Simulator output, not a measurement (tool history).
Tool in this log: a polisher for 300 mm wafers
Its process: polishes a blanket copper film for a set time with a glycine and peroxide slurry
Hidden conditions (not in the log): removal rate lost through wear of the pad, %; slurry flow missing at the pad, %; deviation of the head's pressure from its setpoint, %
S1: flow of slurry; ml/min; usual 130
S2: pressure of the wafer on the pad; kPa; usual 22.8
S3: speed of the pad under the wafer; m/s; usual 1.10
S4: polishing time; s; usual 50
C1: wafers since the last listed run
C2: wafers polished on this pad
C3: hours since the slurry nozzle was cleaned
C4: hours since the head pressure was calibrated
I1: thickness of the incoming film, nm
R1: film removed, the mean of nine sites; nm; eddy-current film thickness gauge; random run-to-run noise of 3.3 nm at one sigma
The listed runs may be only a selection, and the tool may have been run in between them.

| run | hour | S1 | S2 | S3 | S4 | C1 | C2 | C3 | C4 | I1 | R1 |
|---|---|---|---|---|---|---|---|---|---|---|---|
| 1 | 0.0 | 130 | 22.8 | 1.10 | 44 | 0 | 579 | 133.1 | 811.8 | 1909.2 | 222.1 |
| 2 | 28.1 | 130 | 22.8 | 1.10 | 44 | 204 | 783 | 161.2 | 839.9 | 1943.8 | 217.6 |
| 3 | 43.1 | 130 | 22.8 | 1.10 | 44 | 109 | 893 | 176.2 | 854.9 | 1922.3 | 221.7 |
| 4 | 66.2 | 130 | 22.8 | 1.02 | 50 | 168 | 1061 | 199.3 | 878.0 | 1907.7 | 237.6 |
|  | 80.6 | slurry nozzle cleaned |
|  | 88.8 | worn pad replaced by a new one |
| 5 | 98.2 | 100 | 22.8 | 1.10 | 50 | 196 | 68 | 17.6 | 910.0 | 1896.7 | 258.1 |
| 6 | 123.3 | 130 | 22.8 | 1.10 | 60 | 182 | 251 | 42.7 | 935.1 | 1901.1 | 327.3 |
| 7 | 141.0 | 130 | 22.8 | 1.10 | 50 | 128 | 380 | 60.4 | 952.8 | 1886.4 | 263.7 |
| 8 | 156.9 | 130 | 22.8 | 1.28 | 57 | 115 | 495 | 76.3 | 968.7 | 1907.9 | 334.6 |
| 9 | 177.7 | 130 | 22.8 | 1.28 | 57 | 151 | 647 | 97.1 | 989.5 | 1950.7 | 321.5 |
| 10 | 207.4 | 130 | 22.8 | 1.10 | 50 | 216 | 863 | 126.8 | 1019.2 | 1916.0 | 252.2 |
| 11 | 225.9 | 130 | 22.8 | 1.10 | 50 | 134 | 998 | 145.3 | 1037.7 | 1882.6 | 252.3 |
|  | 235.0 | head pressure recalibrated |
|  | 241.0 | worn pad replaced by a new one |
| 12 | 247.9 | 130 | 22.8 | 1.10 | 50 | 116 | 50 | 167.3 | 12.9 | 1916.3 | 248.5 |
| 13 | 281.8 | 130 | 22.8 | 1.10 | 50 | 246 | 297 | 201.2 | 46.8 | 1897.2 | 247.1 |
| 14 | 305.1 | 130 | 22.8 | 1.10 | 50 | 169 | 466 | 224.5 | 70.1 | 1927.2 | 235.6 |
|  | 319.2 | slurry nozzle cleaned |
| 15 | 330.5 | 130 | 22.8 | 1.10 | 45 | 177 | 644 | 11.3 | 95.5 | 1895.0 | 254.9 |
| 16 | 362.0 | 155 | 22.8 | 1.10 | 50 | 229 | 873 | 42.8 | 127.0 | 1896.9 | 279.6 |
|  | 377.3 | worn pad replaced by a new one |
| 17 | 392.4 | 155 | 22.8 | 1.10 | 50 | 192 | 109 | 73.2 | 157.4 | 1951.6 | 279.5 |
| 18 | 407.3 | 130 | 25.5 | 0.88 | 50 | 108 | 218 | 88.1 | 172.3 | 1923.2 | 247.8 |
| 19 | 431.2 | 130 | 22.8 | 1.10 | 50 | 173 | 392 | 112.0 | 196.2 | 1889.7 | 257.5 |
| 20 | 461.4 | 130 | 22.8 | 1.10 | 50 | 219 | 612 | 142.2 | 226.4 | 1942.7 | 249.9 |
| 21 | 491.5 | 90 | 22.8 | 0.74 | 50 | 219 | 831 | 172.3 | 256.5 | 1920.5 | 166.5 |
| 22 | 521.5 | 100 | 29.6 | 1.36 | 43 | 218 | 1049 | 202.3 | 286.5 | 1909.2 | 265.5 |
|  | 524.4 | slurry nozzle cleaned |
|  | 534.5 | worn pad replaced by a new one |
| 23 | 552.9 | 130 | 22.8 | 1.10 | 50 | 192 | 133 | 28.5 | 317.9 | 1918.0 | 270.2 |
| 24 | 575.2 | 130 | 26.2 | 0.80 | 40 | 162 | 296 | 50.8 | 340.2 | 1898.4 | 193.2 |
| 25 | 595.4 | 105 | 15.9 | 1.10 | 50 | 147 | 443 | 71.0 | 360.4 | 1909.3 | 187.4 |
| 26 | 609.0 | 130 | 22.8 | 1.10 | 50 | 99 | 542 | 84.6 | 374.0 | 1922.9 | 261.0 |
| 27 | 633.3 | 155 | 25.5 | 0.94 | 50 | 176 | 719 | 108.9 | 398.3 | 1918.8 | 262.2 |
| 28 | 646.5 | 130 | 22.8 | 1.10 | 50 | 96 | 815 | 122.1 | 411.5 | 1920.2 | 245.5 |
| 29 | 671.9 | 130 | 22.8 | 0.96 | 50 | 184 | 1000 | 147.5 | 436.9 | 1917.9 | 226.2 |
|  | 679.5 | worn pad replaced by a new one |
| 30 | 688.7 | 170 | 25.5 | 1.42 | 50 | 93 | 66 | 164.3 | 453.7 | 1928.9 | 345.3 |
| 31 | 715.4 | 130 | 22.8 | 1.10 | 50 | 194 | 261 | 191.0 | 480.4 | 1900.9 | 239.1 |
| 32 | 730.7 | 110 | 17.2 | 1.36 | 50 | 111 | 372 | 206.3 | 495.7 | 1897.2 | 206.3 |
| 33 | 745.5 | 130 | 22.8 | 1.10 | 43 | 107 | 480 | 221.1 | 510.5 | 1915.8 | 198.1 |
| 34 | 769.5 | 105 | 20.0 | 1.10 | 50 | 174 | 655 | 245.1 | 534.5 | 1921.6 | 191.8 |

Difference, measured minus no-hidden-state, one row per run. Run-to-run variation is common to both terms; the gauge's own scatter need not be:
| run | R1 |
|---|---|
| 1 | -29.7 |
| 2 | -32.5 |
| 3 | -34.7 |
| 4 | -39.3 |
| 5 | -9.7 |
| 6 | -19.2 |
| 7 | -20.7 |
| 8 | -31.8 |
| 9 | -36.8 |
| 10 | -34.7 |
| 11 | -37.8 |
| 12 | -40.2 |
| 13 | -43.5 |
| 14 | -43.1 |
| 15 | -5.0 |
| 16 | -13.3 |
| 17 | -20.8 |
| 18 | -25.7 |
| 19 | -31.9 |
| 20 | -36.1 |
| 21 | -39.2 |
| 22 | -60.2 |
| 23 | -14.3 |
| 24 | -15.7 |
| 25 | -24.6 |
| 26 | -31.5 |
| 27 | -31.6 |
| 28 | -38.3 |
| 29 | -39.7 |
| 30 | -48.6 |
| 31 | -47.7 |
| 32 | -50.5 |
| 33 | -41.7 |
| 34 | -52.3 |
